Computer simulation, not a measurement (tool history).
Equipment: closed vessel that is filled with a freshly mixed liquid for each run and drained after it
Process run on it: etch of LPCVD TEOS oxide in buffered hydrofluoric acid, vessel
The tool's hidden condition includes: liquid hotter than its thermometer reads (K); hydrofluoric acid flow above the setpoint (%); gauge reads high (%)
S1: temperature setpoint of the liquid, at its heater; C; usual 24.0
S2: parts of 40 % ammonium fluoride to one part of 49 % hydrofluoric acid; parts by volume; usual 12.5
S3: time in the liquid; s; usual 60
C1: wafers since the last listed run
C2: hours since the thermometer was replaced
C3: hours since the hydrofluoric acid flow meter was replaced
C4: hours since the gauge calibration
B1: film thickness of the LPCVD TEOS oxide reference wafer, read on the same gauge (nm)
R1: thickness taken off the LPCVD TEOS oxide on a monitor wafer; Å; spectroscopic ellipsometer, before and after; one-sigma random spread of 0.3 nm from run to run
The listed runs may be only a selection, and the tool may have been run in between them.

run   hour    S1    S2  S3    C1      C2      C3     C4     B1      R1
  1    0.0  24.0  12.5  60     0  2619.8  1626.0  167.4  70.03  1655.5
  2    9.8  24.0  12.5  60   806  2629.6  1635.8  177.2  70.00  1649.2
  3   27.3  24.0  12.5  60  1440  2647.1  1653.3  194.7  69.97  1655.5
  4   42.6  24.0  12.5  60  1259  2662.4  1668.6  210.0  70.01  1661.3
  5   52.7  24.0  12.5  60   831  2672.5  1678.7  220.1  70.02  1656.8
  6   63.8  24.0  12.5  60   913  2683.6  1689.8  231.2  70.01  1658.7
  7   75.9  24.0  12.5  60   996  2695.7  1701.9  243.3  70.04  1662.8
      79.0  -- gauge calibrated
  8   84.9  24.0  12.5  60   741  2704.7  1710.9    5.9  69.99  1660.8
  9  102.6  24.0  12.5  60  1457  2722.4  1728.6   23.6  69.95  1667.0
 10  112.5  24.0  11.0  90   815  2732.3  1738.5   33.5  70.07  2812.8
 11  122.8  22.0   7.5  80   848  2742.6  1748.8   43.8  70.01  3248.0
     141.4  -- hydrofluoric acid flow meter replaced
 12  169.6  24.0  11.0  30  3771  2789.4    28.2   90.6  70.01   858.0
 13  187.4  22.0  12.5  60  1465  2807.2    46.0  108.4  70.02  1360.6
     189.9  -- thermometer replaced
 14  202.8  24.0  12.5  60  1185    12.9    61.4  123.8  70.02  1316.5
 15  209.2  25.5  10.0  90   526    19.3    67.8  130.2  70.03  2652.0
 16  223.3  26.0  12.5  95  1161    33.4    81.9  144.3  70.02  2333.5
 17  237.4  24.0  12.5  60  1161    47.5    96.0  158.4  70.00  1319.0
 18  249.0  24.0  11.0  80   955    59.1   107.6  170.0  69.99  1995.2

Some steps in R1, run to run, broken into two amounts with sign: the step expected even without the hidden condition (settings, incoming material, random variation), and the rest, left for the hidden condition together with whatever gauge scatter is not in both the measured and the hidden-condition-free result:
Run 11 -> 12: S1 22.0 -> 24.0, S2 7.5 -> 11.0, S3 80 -> 30, hydrofluoric acid flow meter replaced. R1 -2390.0 Å: hidden state -613.0, all else -1777.0.

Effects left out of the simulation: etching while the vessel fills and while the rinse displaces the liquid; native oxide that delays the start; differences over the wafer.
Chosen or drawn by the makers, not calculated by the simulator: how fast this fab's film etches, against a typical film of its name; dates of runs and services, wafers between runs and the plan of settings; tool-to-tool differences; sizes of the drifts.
